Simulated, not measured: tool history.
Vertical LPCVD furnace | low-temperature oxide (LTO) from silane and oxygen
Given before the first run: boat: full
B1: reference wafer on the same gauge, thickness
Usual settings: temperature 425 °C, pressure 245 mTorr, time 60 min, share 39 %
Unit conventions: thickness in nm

{"run": 1, "hour": 0.0, "temperature": 425, "pressure": 245, "time": 60, "share": 35, "B1": 788.95, "thickness": 674.16}
{"run": 2, "hour": 18.7, "temperature": 425, "pressure": 245, "time": 60, "share": 35, "B1": 789.73, "thickness": 676.22}
{"run": 3, "hour": 30.9, "temperature": 425, "pressure": 245, "time": 60, "share": 39, "B1": 789.15, "thickness": 774.33}
{"run": 4, "hour": 48.3, "temperature": 425, "pressure": 245, "time": 60, "share": 39, "B1": 789.39, "thickness": 770.63}
{"run": 5, "hour": 59.3, "temperature": 425, "pressure": 245, "time": 60, "share": 39, "B1": 788.36, "thickness": 770.1}
{"run": 6, "hour": 78.2, "temperature": 425, "pressure": 245, "time": 75, "share": 45, "B1": 788.81, "thickness": 1123.58}
{"run": 7, "hour": 94.9, "temperature": 425, "pressure": 245, "time": 75, "share": 45, "B1": 788.6, "thickness": 1119.75}
{"run": 8, "hour": 104.4, "temperature": 425, "pressure": 245, "time": 60, "share": 39, "B1": 789.37, "thickness": 772.79}
{"run": 9, "hour": 131.0, "temperature": 428, "pressure": 245, "time": 77, "share": 39, "B1": 789.18, "thickness": 1018.95}
{"run": 10, "hour": 177.9, "temperature": 436, "pressure": 245, "time": 60, "share": 39, "B1": 788.93, "thickness": 861.34}
{"run": 11, "hour": 188.5, "temperature": 425, "pressure": 245, "time": 60, "share": 39, "B1": 789.04, "thickness": 772.68}
{"run": 12, "hour": 206.2, "temperature": 437, "pressure": 290, "time": 77, "share": 42, "B1": 790.16, "thickness": 1421.6}
{"hour": 208.8, "done": "gauge calibrated"}
{"hour": 242.4, "done": "pressure gauge zeroed"}
{"hour": 244.9, "done": "thermocouples replaced and temperature profile calibrated"}
{"run": 13, "hour": 245.4, "temperature": 425, "pressure": 245, "time": 60, "share": 39, "B1": 789.44, "thickness": 743.12}
{"run": 14, "hour": 254.3, "temperature": 425, "pressure": 245, "time": 60, "share": 39, "B1": 788.88, "thickness": 741.25}
{"run": 15, "hour": 273.5, "temperature": 425, "pressure": 265, "time": 74.5, "share": 47, "B1": 789.23, "thickness": 1201.27}
{"run": 16, "hour": 280.8, "temperature": 425, "pressure": 220, "time": 60, "share": 33, "B1": 789.45, "thickness": 542.18}
{"run": 17, "hour": 292.6, "temperature": 425, "pressure": 265, "time": 60, "share": 39, "B1": 788.94, "thickness": 800.09}
{"run": 18, "hour": 304.0, "temperature": 425, "pressure": 245, "time": 73.5, "share": 39, "B1": 789.01, "thickness": 908.76}
{"run": 19, "hour": 311.8, "temperature": 425, "pressure": 270, "time": 70, "share": 33, "B1": 788.47, "thickness": 774.61}
{"hour": 342.2, "done": "silane flow controller replaced"}
{"run": 20, "hour": 342.7, "temperature": 425, "pressure": 245, "time": 60, "share": 39, "B1": 788.75, "thickness": 741.49}
{"run": 21, "hour": 347.7, "temperature": 433, "pressure": 245, "time": 60, "share": 43, "B1": 789.39, "thickness": 890.27}
{"run": 22, "hour": 352.6, "temperature": 425, "pressure": 245, "time": 60, "share": 45, "B1": 788, "thickness": 860.13}
{"run": 23, "hour": 357.6, "temperature": 425, "pressure": 245, "time": 60, "share": 35, "B1": 789.31, "thickness": 650.93}
{"run": 24, "hour": 385.3, "temperature": 435, "pressure": 280, "time": 73.5, "share": 39, "B1": 788.65, "thickness": 1151.06}
{"run": 25, "hour": 401.1, "temperature": 419, "pressure": 280, "time": 73.5, "share": 37, "B1": 788.27, "thickness": 918.61}
{"run": 26, "hour": 415.7, "temperature": 425, "pressure": 245, "time": 60, "share": 39, "B1": 788.43, "thickness": 742.13}
{"run": 27, "hour": 429.0, "temperature": 418, "pressure": 190, "time": 76, "share": 35, "B1": 789.06, "thickness": 593.86}
{"run": 28, "hour": 443.3, "temperature": 425, "pressure": 245, "time": 44.5, "share": 39, "B1": 789.39, "thickness": 553.03}
{"run": 29, "hour": 455.3, "temperature": 431, "pressure": 290, "time": 60, "share": 39, "B1": 788.84, "thickness": 930.47}

Predict the results of run 30:
{"run": 30, "hour": 469.2, "temperature": 432, "pressure": 220, "time": 68.5, "share": 37, "B1": "?", "thickness": "?"}

B1: 788.48
thickness: 768.35 nm
If the tool had no hidden condition, the same run with the same run-to-run variation would have returned thickness 767.2 nm.

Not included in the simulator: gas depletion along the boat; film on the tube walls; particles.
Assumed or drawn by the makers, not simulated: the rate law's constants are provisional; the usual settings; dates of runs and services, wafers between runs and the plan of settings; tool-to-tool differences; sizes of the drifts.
